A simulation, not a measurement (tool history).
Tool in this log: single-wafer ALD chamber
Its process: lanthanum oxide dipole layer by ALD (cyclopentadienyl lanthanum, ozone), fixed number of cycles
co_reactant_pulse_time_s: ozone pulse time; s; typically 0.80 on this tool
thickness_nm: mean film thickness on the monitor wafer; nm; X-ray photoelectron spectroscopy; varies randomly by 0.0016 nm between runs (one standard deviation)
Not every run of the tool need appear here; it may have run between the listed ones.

run   hour  co_reactant_pulse_time_s  wafers since the last listed run  hours since the last thermocouple change  hours since the last ozone generator service  hours since the showerhead was replaced  hours since the gauge calibration  read-back reference wafer on the same gauge, thickness_nm  thickness_nm
  1    0.0                      0.80                                 0                                    1998.4                                        1291.0                                   5393.7                              514.0                                                      0.513         0.465
       4.2  -- gauge calibrated
  2   15.9                      0.62                               323                                    2014.3                                        1306.9                                   5409.6                               11.7                                                      0.513         0.433
  3   54.6                      0.62                               788                                    2053.0                                        1345.6                                   5448.3                               50.4                                                      0.513         0.436
  4   81.4                      0.62                               546                                    2079.8                                        1372.4                                   5475.1                               77.2                                                      0.513         0.434
  5  152.4                      0.73                              1446                                    2150.8                                        1443.4                                   5546.1                              148.2                                                      0.513         0.450
  6  164.6                      0.73                               248                                    2163.0                                        1455.6                                   5558.3                              160.4                                                      0.513         0.455
  7  181.9                      0.73                               352                                    2180.3                                        1472.9                                   5575.6                              177.7                                                      0.513         0.453
  8  206.5                      0.88                               501                                    2204.9                                        1497.5                                   5600.2                              202.3                                                      0.513         0.476
  9  223.2                      0.88                               340                                    2221.6                                        1514.2                                   5616.9                              219.0                                                      0.513         0.475
 10  256.8                      0.99                               684                                    2255.2                                        1547.8                                   5650.5                              252.6                                                      0.513         0.490
 11  286.1                      0.99                               596                                    2284.5                                        1577.1                                   5679.8                              281.9                                                      0.513         0.490
 12  311.4                      0.99                               515                                    2309.8                                        1602.4                                   5705.1                              307.2                                                      0.513         0.488
     339.2  -- thermocouple changed; heater temperature recalibrated
 13  344.3                      0.56                               507                                       5.1                                        1635.3                                   5738.0                              340.1                                                      0.513         0.425
 14  356.6                      0.56                               250                                      17.4                                        1647.6                                   5750.3                              352.4                                                      0.513         0.426
 15  378.5                      0.56                               446                                      39.3                                        1669.5                                   5772.2                              374.3                                                      0.513         0.426
 16  408.2                      0.80                               605                                      69.0                                        1699.2                                   5801.9                              404.0                                                      0.513         0.464
 17  440.0                      0.93                               647                                     100.8                                        1731.0                                   5833.7                              435.8                                                      0.513         0.482
     451.3  -- ozone generator serviced
 18  462.7                      0.80                               299                                     123.5                                          11.4                                   5856.4                              458.5                                                      0.513         0.466
 19  494.3                      1.04                               643                                     155.1                                          43.0                                   5888.0                              490.1                                                      0.513         0.499
     502.3  -- gauge calibrated
 20  508.7                      0.95                               293                                     169.5                                          57.4                                   5902.4                                6.4                                                      0.513         0.484
 21  541.6                      0.53                               670                                     202.4                                          90.3                                   5935.3                               39.3                                                      0.513         0.419
 22  568.1                      0.49                               539                                     228.9                                         116.8                                   5961.8                               65.8                                                      0.513         0.410
 23  600.2                      0.97                               654                                     261.0                                         148.9                                   5993.9                               97.9                                                      0.513         0.487
     617.6  -- showerhead replaced
 24  656.8                      0.64                               990                                     317.6                                         205.5                                     39.2                              154.5                                                      0.513         0.438
 25  671.1                      0.92                               291                                     331.9                                         219.8                                     53.5                              168.8                                                      0.513         0.483
 26  704.0                      1.08                               670                                     364.8                                         252.7                                     86.4                              201.7                                                      0.513         0.498
 27  729.9                      0.80                               527                                     390.7                                         278.6                                    112.3                              227.6                                                      0.513         0.466
 28  746.6                      0.80                               340                                     407.4                                         295.3                                    129.0                              244.3                                                      0.513         0.468
 29  761.3                      0.49                               299                                     422.1                                         310.0                                    143.7                              259.0                                                      0.513         0.410
 30  786.1                      0.68                               505                                     446.9                                         334.8                                    168.5                              283.8                                                      0.513         0.447
 31  803.3                      0.48                               350                                     464.1                                         352.0                                    185.7                              301.0                                                      0.513         0.407
 32  829.1                      0.80                               525                                     489.9                                         377.8                                    211.5                              326.8                                                      0.513         0.467
 33  851.5                      1.09                               456                                     512.3                                         400.2                                    233.9                              349.2                                                      0.513         0.500
 34  870.5                      0.94                               387                                     531.3                                         419.2                                    252.9                              368.2                                                      0.513         0.484
 35  894.1                      0.55                               480                                     554.9                                         442.8                                    276.5                              391.8                                                      0.513         0.421

Give the tool's hidden conditions for every run:
wafer temperature above the value expected at the setpoint (K): 0, the same for each run
ozone dose above that of a generator just serviced (%): 0, the same for each run
gauge reads high (%): 0, the same for each run
